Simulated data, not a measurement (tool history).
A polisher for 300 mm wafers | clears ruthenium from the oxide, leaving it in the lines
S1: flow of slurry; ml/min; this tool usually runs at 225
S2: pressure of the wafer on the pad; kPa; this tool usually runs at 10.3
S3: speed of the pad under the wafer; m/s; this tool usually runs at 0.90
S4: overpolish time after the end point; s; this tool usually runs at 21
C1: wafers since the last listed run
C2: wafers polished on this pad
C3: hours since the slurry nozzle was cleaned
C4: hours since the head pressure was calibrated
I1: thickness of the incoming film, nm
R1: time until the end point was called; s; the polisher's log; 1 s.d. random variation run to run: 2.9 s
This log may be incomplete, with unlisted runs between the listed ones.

run   hour   S1    S2    S3  S4   C1    C2     C3     C4     I1     R1
  1    0.0  225  10.3  0.90  21    0  1412  306.7  321.5  129.2  172.5
  2   14.5  225  10.3  0.90  21   99  1512  321.2  336.0  130.6  170.7
  3   22.0  225  10.3  0.90  21   51  1563  328.7  343.5  129.9  166.5
      28.6  -- worn pad replaced by a new one
  4   34.0  225  10.3  0.90  21   55    36  340.7  355.5  132.0  152.0
  5   43.4  225  10.3  0.90  21   64   101  350.1  364.9  129.8  150.8
  6   54.8  225   9.7  0.90  21   78   180  361.5  376.3  131.2  166.7
  7   65.4  225   9.7  0.90  21   72   252  372.1  386.9  127.7  169.3
  8   76.9  225   9.7  0.90  21   79   331  383.6  398.4  130.0  176.1
  9  129.3  225  10.3  0.90  21  360   692  436.0  450.8  130.0  167.1
 10  137.8  225  11.0  0.90  21   58   750  444.5  459.3  131.9  161.7
 11  146.2  225  10.3  0.90  21   57   808  452.9  467.7  130.2  174.3
 12  163.5  225  10.3  0.90  21  118   927  470.2  485.0  128.8  167.4
 13  175.2  280   8.3  0.90  21   80  1007  481.9  496.7  130.4  207.0
 14  190.5  225   7.6  0.90  21  105  1113  497.2  512.0  130.9  236.0
 15  206.9  225   7.6  0.90  21  112  1225  513.6  528.4  129.5  229.0
 16  221.6  225  10.3  0.90  21  101  1326  528.3  543.1  130.5  175.1
     231.2  -- worn pad replaced by a new one
 17  231.7  225   8.3  0.74  21   41     3  538.4  553.2  130.4  222.5
 18  282.3  225  13.1  1.02  21  347   351  589.0  603.8  130.4  115.4
     300.1  -- head pressure recalibrated
 19  300.6  200   6.9  0.68  21  112   463  607.3    0.5  131.7  342.2
 20  315.8  225  10.3  0.90  21  104   568  622.5   15.7  129.6  165.7
 21  332.0  225   6.9  1.06  21  111   679  638.7   31.9  130.8  216.6
 22  384.2  225  10.3  1.06   9  358  1038  690.9   84.1  131.7  149.0
 23  390.7  225  10.3  0.90  21   44  1083  697.4   90.6  131.1  169.0
 24  408.4  270   9.0  0.64  18  121  1204  715.1  108.3  131.1  283.7
     420.8  -- slurry nozzle cleaned
 25  424.9  180  10.3  0.66  11  106  1311    4.1  124.8  129.4  240.3
     437.1  -- worn pad replaced by a new one
 26  442.5  225  10.3  0.90  21   93    37   21.7  142.4  129.4  156.1
 27  472.7  290  10.3  1.04  33  207   244   51.9  172.6  132.0  140.9
 28  487.8  225  10.3  0.90  21  103   348   67.0  187.7  129.0  164.1
 29  497.6  225   7.6  0.90  21   67   416   76.8  197.5  129.8  232.1
 30  511.3  295   9.0  1.20  12   94   510   90.5  211.2  128.1  138.5
 31  523.6  200  11.7  0.90  21   84   594  102.8  223.5  131.9  154.1

Run 32 has not been measured yet. What should we expect?
 32  536.7  165  8.3  1.20  26  90  685  115.9  236.6  130.7   ?

Run 32 measured R1 162.4 s.
Were there no unlogged condition in the tool, this run, its random variation unchanged, would have produced R1 144.0 s.

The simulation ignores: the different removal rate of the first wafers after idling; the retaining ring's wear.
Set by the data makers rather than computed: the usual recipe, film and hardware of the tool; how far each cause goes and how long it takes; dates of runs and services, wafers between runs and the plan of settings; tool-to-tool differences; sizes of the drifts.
